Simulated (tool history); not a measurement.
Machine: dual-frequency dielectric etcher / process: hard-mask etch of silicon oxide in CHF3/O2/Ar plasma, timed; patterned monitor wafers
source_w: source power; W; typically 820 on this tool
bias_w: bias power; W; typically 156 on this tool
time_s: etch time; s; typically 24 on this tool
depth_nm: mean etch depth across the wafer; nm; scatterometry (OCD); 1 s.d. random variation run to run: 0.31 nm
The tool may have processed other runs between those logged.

run,hour,source_w,bias_w,time_s,"read-back reference wafer on the same gauge, depth_nm",depth_nm
1,0,820,156,24,48.9,51.9
2,56.4,820,156,24,49.1,53.1
# hour 123.4: gauge calibrated
3,124.5,820,156,28.5,49,62.5
4,190.9,820,156,24,49,53.3
5,246.2,820,156,24,49,53.4
6,303.1,820,156,24,49,54.2
7,335.8,820,146,24,49,52.7
8,371.8,820,156,24,49,54.6
# hour 409.9: source power generator calibrated
9,441.8,820,156,24,48.9,54.5
# hour 493.1: upper electrode replaced, of another model than before
10,498.7,820,156,24,49,54.8
11,564.1,820,156,24,49.1,54.5
# hour 596.8: wet clean of the chamber
12,623.6,820,156,22,49,47.6
13,666,640,174,24,49,52.1
14,733.1,720,120,26,49,45.4
15,828.6,900,156,27.5,49,62.9
16,886.9,820,156,24,49,53.4
# hour 902.6: bias power generator calibrated
17,934,820,173,24,49,57.5
# hour 975.4: gauge calibrated
18,1005.3,820,156,24,49,53.6
19,1051.5,820,130,24,49.1,48.3
20,1097.7,990,190,28,49,76.1
21,1123.1,820,179,30.5,49,75
# hour 1169.6: wet clean of the chamber
22,1181.3,820,156,24,49,51.5
23,1252.7,940,138,27,48.9,56.8

5 ways to go on from here, each from the tool as it stands after run 23. What would each give?
A,1253.1,970,156,24,?,?
B,1253.1,630,129,26.5,?,?
C,1253.1,820,156,27.5,?,?
D,1253.1,820,193,19.5,?,?
E,1253.1,670,166,22,?,?

run,"read-back reference wafer on the same gauge, depth_nm",depth_nm
A,48.9,55.3
B,48.9,46.7
C,48.9,60.1
D,48.9,48.6
E,48.9,47.1
Without the tool's unlogged condition, the same runs would have read:
run,depth_nm
A,54.9
B,46.5
C,59.7
D,48.3
E,46.8
